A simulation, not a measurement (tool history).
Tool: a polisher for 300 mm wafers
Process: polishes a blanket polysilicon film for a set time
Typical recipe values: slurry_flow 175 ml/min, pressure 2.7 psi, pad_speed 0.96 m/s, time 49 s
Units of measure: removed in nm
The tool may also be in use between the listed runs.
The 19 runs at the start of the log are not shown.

run	hour	slurry_flow	pressure	pad_speed	time	wafers since the last listed run	wafers polished on this pad	hours since the slurry nozzle was cleaned	hours since the head pressure was calibrated	incoming thickness of the incoming film, nm	removed
# hour 493.1: worn pad replaced by a new one
20	500.9	175	3.6	0.96	49	97	63	175.5	1223.4	1488.8	474.3
21	532.9	175	2.7	0.96	49	260	323	207.5	1255.4	1496.7	358.1
22	563.7	175	3.3	0.96	43	250	574	238.3	1286.2	1513.8	370.7
23	628	175	2.7	0.96	49	523	1097	302.6	1350.5	1491.5	353.2
# hour 649.3: head pressure recalibrated
24	661	175	2.7	0.96	49	252	1349	335.6	11.7	1502.9	306.4
25	679.1	160	2.1	1.28	42	147	1497	353.7	29.8	1522.9	265
26	707.4	175	2.7	1.18	49	230	1727	382	58.1	1479.3	375.9
27	722.9	175	2.7	0.96	49	126	1853	397.5	73.6	1514.5	298.8
# hour 757.3: worn pad replaced by a new one
28	817.2	150	2.4	0.96	49	734	487	491.8	167.9	1514.4	268
29	849.1	175	3.2	0.96	63	259	747	523.7	199.8	1495.6	464.8
30	861.6	175	2.7	1.12	55	101	849	536.2	212.3	1503.2	405
# hour 877.1: slurry nozzle cleaned
31	887.1	175	2.7	0.96	49	199	1048	10	237.8	1490.3	312.1
32	921.1	210	2.1	0.78	61	276	1325	44	271.8	1479.9	249.6
33	955.4	175	2.7	0.96	49	279	1604	78.3	306.1	1492.3	305.6
# hour 972.1: worn pad replaced by a new one
34	972.6	175	2.7	0.96	49	107	4	95.5	323.3	1522.2	304.5
35	1007.2	175	2.4	0.96	44	281	286	130.1	357.9	1501.5	244.8
36	1026.5	175	2.7	0.72	60	157	443	149.4	377.2	1506.7	294.3
37	1051.7	175	3.2	0.96	49	205	648	174.6	402.4	1516.5	373.5
38	1087.5	215	2.1	1.22	55	291	939	210.4	438.2	1495	352.1

Consider 3 possible next runs. They are alternatives, not a sequence: every one starts from the tool as it was left by run 38. What does each give?
A	1087.9	175	2.7	0.86	49	3	942	210.8	438.6	1524.8	?
B	1087.9	175	2.1	0.82	49	3	942	210.8	438.6	1524.8	?
C	1087.9	120	3.1	1.2	65	3	942	210.8	438.6	1524.8	?

run	removed
A	288.5
B	214.4
C	560.3
Without the tool's unlogged condition, the same runs would have read:
run	removed
A	285.6
B	212.2
C	554.6

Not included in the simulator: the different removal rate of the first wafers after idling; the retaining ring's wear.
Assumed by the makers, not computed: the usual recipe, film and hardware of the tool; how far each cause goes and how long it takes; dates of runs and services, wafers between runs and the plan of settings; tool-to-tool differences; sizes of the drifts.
